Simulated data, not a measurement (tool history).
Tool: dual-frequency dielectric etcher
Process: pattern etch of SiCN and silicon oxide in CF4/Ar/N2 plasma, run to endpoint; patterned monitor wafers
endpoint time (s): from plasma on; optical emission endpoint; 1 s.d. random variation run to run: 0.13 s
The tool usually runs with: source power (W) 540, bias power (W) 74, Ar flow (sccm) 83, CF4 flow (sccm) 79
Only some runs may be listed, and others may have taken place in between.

run,day,source power (W),bias power (W),Ar flow (sccm),CF4 flow (sccm),wafers since the last listed run,hours since the last wet clean,hours since the last source power generator calibration,hours since the last bias power generator calibration,hours since the last Ar flow controller change,hours since the last CF4 flow controller change,hours since the last upper electrode change,"incoming incoming film thickness, nm",endpoint time (s)
1,0.000,540,74,83,79,0,125.0,231.2,3553.0,3976.1,2690.2,90.2,17.64,16.9
# day 0.483: Ar flow controller replaced
2,0.796,540,61,83,89,174,144.1,250.3,3572.1,7.5,2709.3,109.3,17.66,17.3
3,1.629,410,67,83,93,266,164.1,270.3,3592.1,27.5,2729.3,129.3,17.48,23.0
# day 2.296: bias power generator calibrated
4,2.833,670,69,83,79,332,193.0,299.2,12.9,56.4,2758.2,158.2,17.38,13.5
5,3.967,540,74,83,79,363,220.2,326.4,40.1,83.6,2785.4,185.4,17.57,17.0
6,4.908,410,74,70,79,301,242.8,349.0,62.7,106.2,2808.0,208.0,17.37,21.8
# day 5.246: CF4 flow controller replaced
7,6.162,540,74,83,94,321,272.9,379.1,92.8,136.3,22.0,238.1,17.44,16.5
8,7.212,430,74,67,79,336,298.1,404.3,118.0,161.5,47.2,263.3,17.48,20.7
# day 9.658: wet clean of the chamber
9,10.812,450,87,83,87,832,27.7,490.7,204.4,247.9,133.6,349.7,17.50,18.7
10,11.988,480,66,83,97,376,55.9,518.9,232.6,276.1,161.8,377.9,17.29,18.7
11,12.767,540,74,83,79,249,74.6,537.6,251.3,294.8,180.5,396.6,17.42,16.2
12,14.262,540,74,83,71,479,110.5,573.5,287.2,330.7,216.4,432.5,17.39,16.6
13,14.842,460,86,62,96,185,124.4,587.4,301.1,344.6,230.3,446.4,17.65,17.8
14,17.546,540,74,83,79,866,189.3,652.3,366.0,409.5,295.2,511.3,17.66,17.1
15,21.121,540,74,83,88,1145,275.1,738.1,451.8,495.3,381.0,597.1,17.53,16.8
16,24.838,540,74,83,79,1190,364.3,827.3,541.0,584.5,470.2,686.3,17.40,17.1
17,25.862,540,74,83,79,328,388.9,851.9,565.6,609.1,494.8,710.9,17.31,16.9
18,26.558,540,74,83,79,222,405.6,868.6,582.3,625.8,511.5,727.6,17.57,17.0
# day 28.075: wet clean of the chamber
19,28.096,540,74,83,74,172,0.5,905.5,619.2,662.7,548.4,764.5,17.52,16.6
20,29.242,540,74,83,93,367,28.0,933.0,646.7,690.2,575.9,792.0,17.69,16.5
21,30.367,540,74,103,79,360,55.0,960.0,673.7,717.2,602.9,819.0,17.46,16.9
22,31.138,540,74,83,79,246,73.5,978.5,692.2,735.7,621.4,837.5,17.33,16.3
23,32.596,540,65,83,79,467,108.5,1013.5,727.2,770.7,656.4,872.5,17.68,17.6

Here are 5 independent what-if runs from the current tool condition. What would each one return?
A,32.612,540,74,96,79,5,108.9,1013.9,727.6,771.1,656.8,872.9,17.42,?
B,32.612,540,74,94,79,5,108.9,1013.9,727.6,771.1,656.8,872.9,17.42,?
C,32.612,470,65,98,64,5,108.9,1013.9,727.6,771.1,656.8,872.9,17.42,?
D,32.612,540,56,76,79,5,108.9,1013.9,727.6,771.1,656.8,872.9,17.42,?
E,32.612,540,61,83,79,5,108.9,1013.9,727.6,771.1,656.8,872.9,17.42,?

run,endpoint time (s)
A,16.7
B,16.6
C,20.6
D,17.5
E,17.3
Take away the tool's hidden state, keep each run's random variation, and the runs would have read:
run,endpoint time (s)
A,16.4
B,16.4
C,20.3
D,17.2
E,17.1
